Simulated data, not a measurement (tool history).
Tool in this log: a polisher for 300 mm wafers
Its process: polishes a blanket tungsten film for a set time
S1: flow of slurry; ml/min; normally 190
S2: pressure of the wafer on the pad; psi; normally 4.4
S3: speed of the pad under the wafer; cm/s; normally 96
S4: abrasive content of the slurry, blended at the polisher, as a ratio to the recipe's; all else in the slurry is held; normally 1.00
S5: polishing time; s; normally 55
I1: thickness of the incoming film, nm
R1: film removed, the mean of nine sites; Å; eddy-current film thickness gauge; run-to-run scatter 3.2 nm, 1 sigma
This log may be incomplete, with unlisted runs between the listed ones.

run    hour   S1   S2   S3    S4  S5     I1    R1
  1     0.0  190  4.4   96  1.00  65  807.0  2561
  2    65.4  190  4.4   96  1.00  55  829.7  2212
  3   111.6  155  3.1   96  1.00  49  814.8  1243
      158.4  -- head pressure recalibrated
      178.9  -- slurry nozzle cleaned
  4   237.1  230  3.6   96  1.00  55  828.3  1918
  5   286.2  190  4.4   96  1.00  55  811.3  2199
      302.2  -- worn pad replaced by a new one
      322.2  -- slurry blender recalibrated
  6   358.3  190  4.4   96  1.15  55  817.1  2187
      374.2  -- slurry tank refilled with fresh slurry and peroxide
  7   395.6  190  4.4  120  0.90  50  824.7  2673
  8   434.2  190  4.4   96  1.00  55  833.2  2447
  9   572.8  190  4.4   96  1.00  55  821.6  2325
 10   610.3  140  4.4  108  1.00  42  813.5  1838
 11   714.5  190  4.4   96  0.80  55  828.5  2118
 12   817.6  190  4.4   96  1.00  55  808.1  2214
      859.0  -- slurry nozzle cleaned
 13   885.8  190  4.4   96  1.00  55  822.0  2341
 14   928.5  190  4.4  118  1.00  55  814.1  2831
      935.9  -- worn pad replaced by a new one
 15  1009.2  190  4.4   96  1.00  55  818.7  2225
 16  1075.0  245  5.6  106  1.00  49  815.2  2827
     1101.4  -- head pressure recalibrated
 17  1137.0  160  5.7   96  1.15  49  834.7  2442
     1142.9  -- slurry tank refilled with fresh slurry and peroxide
     1144.0  -- slurry blender recalibrated
 18  1211.8  135  4.4   78  1.00  55  822.6  1820
 19  1253.3  225  5.8   80  0.90  55  814.8  2573
 20  1333.4  190  4.4   64  1.10  67  816.4  1987
 21  1415.5  190  4.4   96  1.00  55  821.3  2349
 22  1510.0  190  3.3  114  1.25  38  822.3  1464
     1534.6  -- slurry nozzle cleaned
 23  1567.5  190  3.3   68  1.00  72  825.4  1669
     1614.8  -- worn pad replaced by a new one
 24  1657.2  190  4.4   96  1.00  66  813.1  2816
 25  1719.2  190  4.4   96  1.00  55  815.9  2277
 26  1816.1  230  4.4   96  1.15  55  829.2  2353
 27  1906.7  250  4.4  106  0.70  55  817.4  2120

Each row is a separate what-if for the run after 27, all from the same tool condition, not one after another. Results?
  A  1907.1  190  4.4   96  1.00  40  817.7   ?
  B  1907.1  190  5.5  126  0.90  55  817.7   ?
  C  1907.1  190  4.8  106  0.75  72  817.7   ?

run    R1
  A  1488
  B  3198
  C  2862
Without the tool's hidden state the same runs would have given:
run    R1
  A  1818
  B  3906
  C  3496
